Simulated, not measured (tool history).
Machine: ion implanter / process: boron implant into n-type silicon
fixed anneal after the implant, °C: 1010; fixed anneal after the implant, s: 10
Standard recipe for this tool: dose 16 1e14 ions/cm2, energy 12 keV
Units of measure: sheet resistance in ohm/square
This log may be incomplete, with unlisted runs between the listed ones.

run	hour	dose	energy	wafers since the last listed run	hours since the last dose calibration	hours since the extraction supply was calibrated	hours since the gauge calibration	read-back reference wafer on the same gauge, sheet resistance	sheet resistance
1	0	16	12	0	196.1	1278.8	786.9	109.09	99.19
2	94.8	16	12	1204	290.9	1373.6	881.7	108.66	99.67
3	192.9	16	12	1246	389	1471.7	979.8	108.41	99.03
# hour 221.3: gauge calibrated
4	261.5	16	12	871	457.6	1540.3	40.2	112.19	101.46
5	316.3	19.47	13	696	512.4	1595.1	95	112.02	92.26
6	393.8	19.47	13	984	589.9	1672.6	172.5	111.86	91.83
7	714.7	16	9.5	4076	910.8	1993.5	493.4	110.73	111.16
8	785.1	16	9.5	894	981.2	2063.9	563.8	110.42	111.87
9	869.4	16	9.5	1070	1065.5	2148.2	648.1	110.2	111.15
10	943.9	16	12	946	1140	2222.7	722.6	109.93	99.72
11	1050.9	11.94	10	1359	1247	2329.7	829.6	109.48	120.63
12	1307.2	16	12	3255	1503.3	2586	1085.9	108.74	99.82
# hour 1349.9: extraction supply calibrated
13	1354	16	12	492	1550.1	4.1	1132.7	108.49	99.24
# hour 1370.9: gauge calibrated
14	1407.6	16	14	680	1603.7	57.7	36.7	112.75	97.5
# hour 1448.5: Faraday cup replaced and dose calibrated
15	1513.1	19.85	16	1238	64.6	163.2	142.2	112.38	84.14
16	1660.3	16	15	1869	211.8	310.4	289.4	111.87	93.64
17	1767	18.89	12	1355	318.5	417.1	396.1	111.65	95.63
18	1857.9	17.43	9.5	1154	409.4	508	487	111.09	109.9

Hidden state at the last listed run before each entry between runs and at the first one after, where it differs:
From run 3 to run 4: gauge calibrated (hour 221.3)
  gauge reads high (%): -3.24 -> 0.251
  measured less the result without the state, sheet resistance: -3.32 -> +0.25 ohm/square
From run 12 to run 13: extraction supply calibrated (hour 1349.9)
  gauge reads high (%): -2.96 -> -3.1
  measured less the result without the state, sheet resistance: -3.04 -> -3.18 ohm/square
From run 13 to run 14: gauge calibrated (hour 1370.9)
  gauge reads high (%): -3.1 -> 0.682
  measured less the result without the state, sheet resistance: -3.18 -> +0.67 ohm/square
From run 14 to run 15: Faraday cup replaced and dose calibrated (hour 1448.5)
  gauge reads high (%): 0.682 -> 0.358
  measured less the result without the state, sheet resistance: +0.67 -> +0.3 ohm/square
